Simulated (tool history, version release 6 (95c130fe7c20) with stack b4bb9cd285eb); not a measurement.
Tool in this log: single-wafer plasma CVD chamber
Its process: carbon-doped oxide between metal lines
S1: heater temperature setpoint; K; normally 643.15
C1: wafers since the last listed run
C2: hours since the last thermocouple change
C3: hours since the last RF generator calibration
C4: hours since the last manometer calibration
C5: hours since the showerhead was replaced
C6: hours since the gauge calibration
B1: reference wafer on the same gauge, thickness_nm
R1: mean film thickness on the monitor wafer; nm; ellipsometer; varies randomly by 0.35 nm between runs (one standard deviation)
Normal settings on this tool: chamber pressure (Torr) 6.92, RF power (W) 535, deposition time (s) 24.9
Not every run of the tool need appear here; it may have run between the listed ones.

Run 1, hour 0.0: usual settings but RF power (W) 450, deposition time (s) 28.5; C1 0; C2 875.9; C3 720.0; C4 1361.5; C5 7083.0; C6 20.0; B1 145.011. Result: R1 128.386 nm.
Run 2, hour 24.9: usual settings but RF power (W) 450, deposition time (s) 28.5; C1 331; C2 900.8; C3 744.9; C4 1386.4; C5 7107.9; C6 44.9; B1 145.006. Result: R1 128.556 nm.
Run 3, hour 41.7: usual settings but RF power (W) 450, deposition time (s) 28.5; C1 223; C2 917.6; C3 761.7; C4 1403.2; C5 7124.7; C6 61.7; B1 145.046. Result: R1 127.876 nm.
Run 4, hour 65.3: usual settings; C1 314; C2 941.2; C3 785.3; C4 1426.8; C5 7148.3; C6 85.3; B1 144.916. Result: R1 122.536 nm.
Run 5, hour 91.7: usual settings; C1 351; C2 967.6; C3 811.7; C4 1453.2; C5 7174.7; C6 111.7; B1 145.053. Result: R1 122.428 nm.
Run 6, hour 119.7: usual settings; C1 372; C2 995.6; C3 839.7; C4 1481.2; C5 7202.7; C6 139.7; B1 145.055. Result: R1 122.613 nm.
Run 7, hour 155.1: usual settings; C1 471; C2 1031.0; C3 875.1; C4 1516.6; C5 7238.1; C6 175.1; B1 144.905. Result: R1 122.123 nm.
Run 8, hour 181.1: usual settings but deposition time (s) 20.9; C1 346; C2 1057.0; C3 901.1; C4 1542.6; C5 7264.1; C6 201.1; B1 145.097. Result: R1 103.217 nm.
Run 9, hour 208.8: usual settings; C1 368; C2 1084.7; C3 928.8; C4 1570.3; C5 7291.8; C6 228.8; B1 144.987. Result: R1 122.684 nm.
At hour 217.3: gauge calibrated.
At hour 237.7: thermocouple changed; heater temperature recalibrated.
At hour 243.9: showerhead replaced.
Run 10, hour 244.4: usual settings but S1 651.15 K, chamber pressure (Torr) 7.99, RF power (W) 455, deposition time (s) 22.4; C1 284; C2 6.7; C3 964.4; C4 1605.9; C5 0.5; C6 27.1; B1 144.952. Result: R1 100.785 nm.
At hour 257.2: capacitance manometer re-zeroed and calibrated.
At hour 273.2: RF generator calibrated.
Run 11, hour 273.7: usual settings but S1 634.15 K, RF power (W) 445; C1 177; C2 36.0; C3 0.5; C4 16.5; C5 29.8; C6 56.4; B1 144.978. Result: R1 119.329 nm.
Run 12, hour 291.4: usual settings; C1 235; C2 53.7; C3 18.2; C4 34.2; C5 47.5; C6 74.1; B1 144.977. Result: R1 127.766 nm.
Run 13, hour 312.2: usual settings but S1 658.15 K, RF power (W) 500, deposition time (s) 23.4; C1 276; C2 74.5; C3 39.0; C4 55.0; C5 68.3; C6 94.9; B1 145.043. Result: R1 112.323 nm.
Run 14, hour 326.5: usual settings but chamber pressure (Torr) 5.71, RF power (W) 595; C1 190; C2 88.8; C3 53.3; C4 69.3; C5 82.6; C6 109.2; B1 145.073. Result: R1 131.646 nm.
Run 15, hour 351.5: usual settings; C1 332; C2 113.8; C3 78.3; C4 94.3; C5 107.6; C6 134.2; B1 144.986. Result: R1 126.482 nm.

Consider 3 possible next runs. They are alternatives, not a sequence: every one starts from the tool as it was left by run 15. What does each give?
Run A, hour 351.9: usual settings; C1 5; C2 114.2; C3 78.7; C4 94.7; C5 108.0; C6 134.6; B1 ?. Result: R1 ?.
Run B, hour 351.9: usual settings but S1 656.15 K, chamber pressure (Torr) 8.12, RF power (W) 570, deposition time (s) 29.5; C1 5; C2 114.2; C3 78.7; C4 94.7; C5 108.0; C6 134.6; B1 ?. Result: R1 ?.
Run C, hour 351.9: usual settings but S1 647.15 K, RF power (W) 600, deposition time (s) 29.6; C1 5; C2 114.2; C3 78.7; C4 94.7; C5 108.0; C6 134.6; B1 ?. Result: R1 ?.

run       B1       R1
  A  145.045  126.309
  B  145.045  151.638
  C  145.045  157.226
Take away the tool's hidden state, keep each run's random variation, and the runs would have read:
run       R1
  A  127.446
  B  152.966
  C  158.603
